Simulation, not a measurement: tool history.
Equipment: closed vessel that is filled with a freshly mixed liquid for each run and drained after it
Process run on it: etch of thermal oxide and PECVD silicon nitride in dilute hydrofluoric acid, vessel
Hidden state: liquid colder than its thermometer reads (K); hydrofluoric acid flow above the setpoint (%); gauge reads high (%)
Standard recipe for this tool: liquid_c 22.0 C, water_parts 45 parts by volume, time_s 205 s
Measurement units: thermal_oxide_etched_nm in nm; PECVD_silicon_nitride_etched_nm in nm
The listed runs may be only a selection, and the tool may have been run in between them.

| run | hour | liquid_c | water_parts | time_s | wafers since the last listed run | hours since the thermometer was replaced | hours since the hydrofluoric acid flow meter was replaced | hours since the gauge calibration | read-back film thickness of the thermal oxide reference wafer, read on the same gauge (nm) | read-back film thickness of the PECVD silicon nitride reference wafer, read on the same gauge (nm) | thermal_oxide_etched_nm | PECVD_silicon_nitride_etched_nm |
|---|---|---|---|---|---|---|---|---|---|---|---|---|
| 1 | 0.0 | 22.0 | 45 | 295 | 0 | 867.8 | 682.8 | 56.9 | 100.01 | 99.99 | 26.62 | 9.28 |
| 2 | 20.8 | 22.0 | 45 | 295 | 1801 | 888.6 | 703.6 | 77.7 | 100.00 | 99.99 | 26.53 | 9.27 |
| 3 | 52.1 | 23.5 | 45 | 205 | 2710 | 919.9 | 734.9 | 109.0 | 100.05 | 99.99 | 19.63 | 7.12 |
| 4 | 77.6 | 23.5 | 45 | 205 | 2208 | 945.4 | 760.4 | 134.5 | 100.01 | 100.00 | 19.37 | 6.94 |
| 5 | 98.8 | 23.5 | 45 | 205 | 1835 | 966.6 | 781.6 | 155.7 | 99.99 | 100.00 | 19.30 | 7.01 |
| 6 | 125.4 | 22.0 | 35 | 205 | 2303 | 993.2 | 808.2 | 182.3 | 99.98 | 99.99 | 23.68 | 8.02 |
| 7 | 152.5 | 22.0 | 35 | 205 | 2346 | 1020.3 | 835.3 | 209.4 | 99.98 | 100.00 | 23.63 | 7.97 |
|  | 170.6 | thermometer replaced |
| 8 | 175.1 | 22.0 | 35 | 205 | 1870 | 4.5 | 857.9 | 232.0 | 99.98 | 99.99 | 26.10 | 9.59 |
| 9 | 198.4 | 22.0 | 45 | 205 | 2017 | 27.8 | 881.2 | 255.3 | 99.98 | 100.01 | 19.95 | 7.49 |
| 10 | 219.8 | 22.0 | 65 | 145 | 1853 | 49.2 | 902.6 | 276.7 | 99.99 | 99.99 | 9.51 | 3.66 |
| 11 | 253.3 | 22.0 | 45 | 205 | 2900 | 82.7 | 936.1 | 310.2 | 99.97 | 100.00 | 20.14 | 7.35 |
|  | 273.5 | gauge calibrated |
| 12 | 282.3 | 20.5 | 50 | 150 | 2511 | 111.7 | 965.1 | 8.8 | 99.98 | 100.01 | 12.27 | 4.40 |
|  | 292.3 | hydrofluoric acid flow meter replaced |
| 13 | 297.9 | 24.5 | 45 | 280 | 1264 | 127.3 | 5.6 | 24.4 | 99.99 | 100.00 | 29.96 | 11.90 |
| 14 | 320.8 | 22.0 | 50 | 245 | 1982 | 150.2 | 28.5 | 47.3 | 99.98 | 99.99 | 21.13 | 7.91 |
| 15 | 340.6 | 22.0 | 45 | 320 | 1714 | 170.0 | 48.3 | 67.1 | 99.97 | 100.00 | 31.45 | 11.37 |
| 16 | 375.4 | 23.5 | 45 | 145 | 3013 | 204.8 | 83.1 | 101.9 | 100.01 | 100.00 | 14.77 | 5.66 |
| 17 | 405.0 | 22.0 | 45 | 205 | 2563 | 234.4 | 112.7 | 131.5 | 99.99 | 100.00 | 19.42 | 7.17 |
| 18 | 435.4 | 19.0 | 45 | 160 | 2632 | 264.8 | 143.1 | 161.9 | 99.96 | 100.01 | 13.48 | 4.49 |
| 19 | 460.9 | 24.5 | 40 | 270 | 2208 | 290.3 | 168.6 | 187.4 | 100.02 | 100.00 | 32.29 | 12.45 |

Predict each of these 3 candidate next runs independently; none follows another, all start after run 19:
| A | 461.6 | 22.0 | 45 | 205 | 60 | 291.0 | 169.3 | 188.1 | ? | ? | ? | ? |
| B | 461.6 | 22.0 | 50 | 125 | 60 | 291.0 | 169.3 | 188.1 | ? | ? | ? | ? |
| C | 461.6 | 22.0 | 60 | 205 | 60 | 291.0 | 169.3 | 188.1 | ? | ? | ? | ? |

| run | read-back film thickness of the thermal oxide reference wafer, read on the same gauge (nm) | read-back film thickness of the PECVD silicon nitride reference wafer, read on the same gauge (nm) | thermal_oxide_etched_nm | PECVD_silicon_nitride_etched_nm |
|---|---|---|---|---|
| A | 99.98 | 99.99 | 19.59 | 7.12 |
| B | 99.98 | 99.99 | 10.68 | 3.92 |
| C | 99.98 | 99.99 | 14.42 | 5.38 |
The same runs, with their run-to-run variation unchanged, on a tool lacking any hidden condition would have given:
| run | thermal_oxide_etched_nm | PECVD_silicon_nitride_etched_nm |
|---|---|---|
| A | 20.28 | 7.53 |
| B | 11.06 | 4.14 |
| C | 14.92 | 5.69 |
